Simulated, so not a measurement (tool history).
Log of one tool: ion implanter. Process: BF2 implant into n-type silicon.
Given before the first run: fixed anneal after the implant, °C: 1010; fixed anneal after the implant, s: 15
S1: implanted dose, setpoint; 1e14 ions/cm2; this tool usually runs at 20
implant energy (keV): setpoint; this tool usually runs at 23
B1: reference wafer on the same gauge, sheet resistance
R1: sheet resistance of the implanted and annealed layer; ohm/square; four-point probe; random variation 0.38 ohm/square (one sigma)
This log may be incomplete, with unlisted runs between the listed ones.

Run 1, hour 0: usual settings but S1 23.17 1e14 ions/cm2; B1 142.05. Result: R1 144.52 ohm/square.
Run 2, hour 53.7: usual settings but S1 23.17 1e14 ions/cm2; B1 142.01. Result: R1 144.45 ohm/square.
Run 3, hour 111: usual settings; B1 141.99. Result: R1 145.43 ohm/square.
At hour 140.7: Faraday cup replaced and dose calibrated.
Run 4, hour 164.6: usual settings; B1 141.94. Result: R1 146.82 ohm/square.
Run 5, hour 221.6: usual settings; B1 141.95. Result: R1 146.62 ohm/square.
Run 6, hour 270.1: usual settings but S1 17.88 1e14 ions/cm2; B1 142. Result: R1 148.09 ohm/square.
Run 7, hour 331.3: usual settings but S1 17.88 1e14 ions/cm2; B1 142.01. Result: R1 147.66 ohm/square.
Run 8, hour 398.7: usual settings but S1 17.88 1e14 ions/cm2; B1 142.03. Result: R1 148.09 ohm/square.
Run 9, hour 470.6: usual settings; B1 142.09. Result: R1 146.57 ohm/square.
Run 10, hour 527.4: usual settings but S1 23.74 1e14 ions/cm2; B1 142. Result: R1 144.74 ohm/square.
Run 11, hour 552.7: usual settings but S1 23.74 1e14 ions/cm2; B1 141.92. Result: R1 143.92 ohm/square.
Run 12, hour 585.8: usual settings but S1 23.74 1e14 ions/cm2; B1 141.99. Result: R1 144.92 ohm/square.
Run 13, hour 612.7: usual settings but S1 17.39 1e14 ions/cm2, implant energy (keV) 25; B1 142.03. Result: R1 142.69 ohm/square.
At hour 642.9: gauge calibrated.
Run 14, hour 676.6: usual settings but S1 17.39 1e14 ions/cm2, implant energy (keV) 25; B1 141.97. Result: R1 142.61 ohm/square.
Run 15, hour 715.4: usual settings; B1 141.94. Result: R1 146.86 ohm/square.
Run 16, hour 747: usual settings; B1 141.99. Result: R1 147.24 ohm/square.
Run 17, hour 798.2: usual settings; B1 141.98. Result: R1 147.26 ohm/square.
Run 18, hour 829.9: usual settings but S1 15.98 1e14 ions/cm2, implant energy (keV) 25.5; B1 142. Result: R1 143.23 ohm/square.
Run 19, hour 876.8: usual settings but S1 22.55 1e14 ions/cm2, implant energy (keV) 29.5; B1 141.95. Result: R1 128.74 ohm/square.
Run 20, hour 944.1: usual settings but S1 24.59 1e14 ions/cm2, implant energy (keV) 16; B1 142.1. Result: R1 170.38 ohm/square.
Run 21, hour 978.9: usual settings but implant energy (keV) 25.5; B1 141.99. Result: R1 139.64 ohm/square.
Run 22, hour 1014.5: usual settings; B1 142.06. Result: R1 147.38 ohm/square.
Run 23, hour 1045.9: usual settings but S1 25.12 1e14 ions/cm2, implant energy (keV) 19; B1 141.97. Result: R1 157.86 ohm/square.
Run 24, hour 1082.3: usual settings but S1 17.84 1e14 ions/cm2; B1 142.07. Result: R1 148.93 ohm/square.
Run 25, hour 1116.2: usual settings but S1 21.88 1e14 ions/cm2, implant energy (keV) 27.5; B1 142.01. Result: R1 134.18 ohm/square.
Run 26, hour 1150.4: usual settings but S1 24.92 1e14 ions/cm2; B1 142. Result: R1 145.62 ohm/square.
Run 27, hour 1216: usual settings; B1 142. Result: R1 147.62 ohm/square.
Run 28, hour 1260.5: usual settings but S1 16.21 1e14 ions/cm2, implant energy (keV) 20.5; B1 142.08. Result: R1 159.17 ohm/square.
At hour 1275.8: extraction supply calibrated.
At hour 1282.1: Faraday cup replaced and dose calibrated.
Run 29, hour 1291.9: usual settings but S1 14.26 1e14 ions/cm2, implant energy (keV) 25.5; B1 141.87. Result: R1 144.12 ohm/square.
Run 30, hour 1324: usual settings but S1 16.48 1e14 ions/cm2; B1 142.03. Result: R1 147.96 ohm/square.
Run 31, hour 1370.9: usual settings but S1 23.81 1e14 ions/cm2, implant energy (keV) 20; B1 141.98. Result: R1 153.48 ohm/square.
Run 32, hour 1437.4: usual settings but S1 17.24 1e14 ions/cm2, implant energy (keV) 16; B1 142.02. Result: R1 174.16 ohm/square.
Run 33, hour 1610.9: usual settings but S1 16.21 1e14 ions/cm2, implant energy (keV) 17.5; B1 141.97. Result: R1 168.32 ohm/square.
At hour 1646.7: gauge calibrated.
Run 34, hour 1656.8: usual settings but implant energy (keV) 28; B1 141.94. Result: R1 131.92 ohm/square.
Run 35, hour 1692.9: usual settings but implant energy (keV) 28; B1 141.95. Result: R1 131.99 ohm/square.
Run 36, hour 1747.6: usual settings but S1 15.97 1e14 ions/cm2, implant energy (keV) 16; B1 141.9. Result: R1 175.59 ohm/square.
Run 37, hour 1780.3: usual settings but S1 15.95 1e14 ions/cm2; B1 142.01. Result: R1 149.14 ohm/square.
Run 38, hour 1848.8: usual settings but S1 14.36 1e14 ions/cm2, implant energy (keV) 19.5; B1 142.03. Result: R1 163.66 ohm/square.

Below are 3 alternative next runs, each starting from the tool's condition after run 38. Predict each:
Run A, hour 1849.2: usual settings; B1 ?. Result: R1 ?.
Run B, hour 1849.2: usual settings but S1 23.89 1e14 ions/cm2, implant energy (keV) 25.5; B1 ?. Result: R1 ?.
Run C, hour 1849.2: usual settings but S1 17.46 1e14 ions/cm2, implant energy (keV) 29; B1 ?. Result: R1 ?.

run      B1      R1
  A  142.13  145.43
  B  142.13  136.57
  C  142.13  131.36
What these runs would have given with no unlogged condition in the tool:
run      R1
  A  145.29
  B  136.44
  C  131.22

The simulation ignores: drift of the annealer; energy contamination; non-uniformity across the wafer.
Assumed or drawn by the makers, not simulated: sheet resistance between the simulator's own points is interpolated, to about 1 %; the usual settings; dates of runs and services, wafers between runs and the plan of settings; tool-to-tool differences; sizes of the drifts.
